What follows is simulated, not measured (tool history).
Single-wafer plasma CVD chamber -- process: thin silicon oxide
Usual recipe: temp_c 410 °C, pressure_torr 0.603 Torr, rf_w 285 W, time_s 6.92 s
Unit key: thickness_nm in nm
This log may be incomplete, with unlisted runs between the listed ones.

run	hour	temp_c	pressure_torr	rf_w	time_s	read-back reference wafer on the same gauge, thickness_nm	thickness_nm
1	0.0	410	0.603	300	6.92	9.504	9.134
2	27.9	410	0.603	285	6.92	9.514	8.881
3	47.2	410	0.603	285	6.92	9.517	8.969
4	81.9	410	0.603	285	6.92	9.534	8.978
5	107.6	410	0.603	285	6.92	9.542	9.012
6	128.6	410	0.603	285	6.92	9.559	8.899
7	150.7	410	0.603	285	6.92	9.555	8.910
8	175.5	410	0.603	285	6.92	9.571	8.925
9	197.6	410	0.603	305	6.53	9.577	8.709
10	223.5	410	0.603	305	6.53	9.584	8.752
11	245.7	410	0.603	305	6.53	9.587	8.758
12	279.4	410	0.603	285	6.92	9.608	9.001
# hour 342.3: gauge calibrated
# hour 343.6: thermocouple changed; heater temperature recalibrated
13	344.1	410	0.603	285	6.92	9.461	8.872
14	366.9	410	0.603	285	6.92	9.475	8.866
15	394.6	410	0.603	285	6.92	9.487	8.895
16	430.0	410	0.603	260	6.92	9.495	8.508
17	463.4	410	0.603	305	6.53	9.513	8.694
# hour 486.5: capacitance manometer re-zeroed and calibrated
18	490.8	416	0.700	235	6.92	9.512	9.346

Run 19 has not been measured yet. What should we expect?
# hour 503.5: showerhead replaced
19	514.7	403	0.603	315	7.31	?	?

{"run 19": {"read-back reference wafer on the same gauge, thickness_nm": 9.525, "thickness_nm": 9.871}}
Had the tool carried no hidden state, the very same run would have given thickness_nm 9.808 nm.
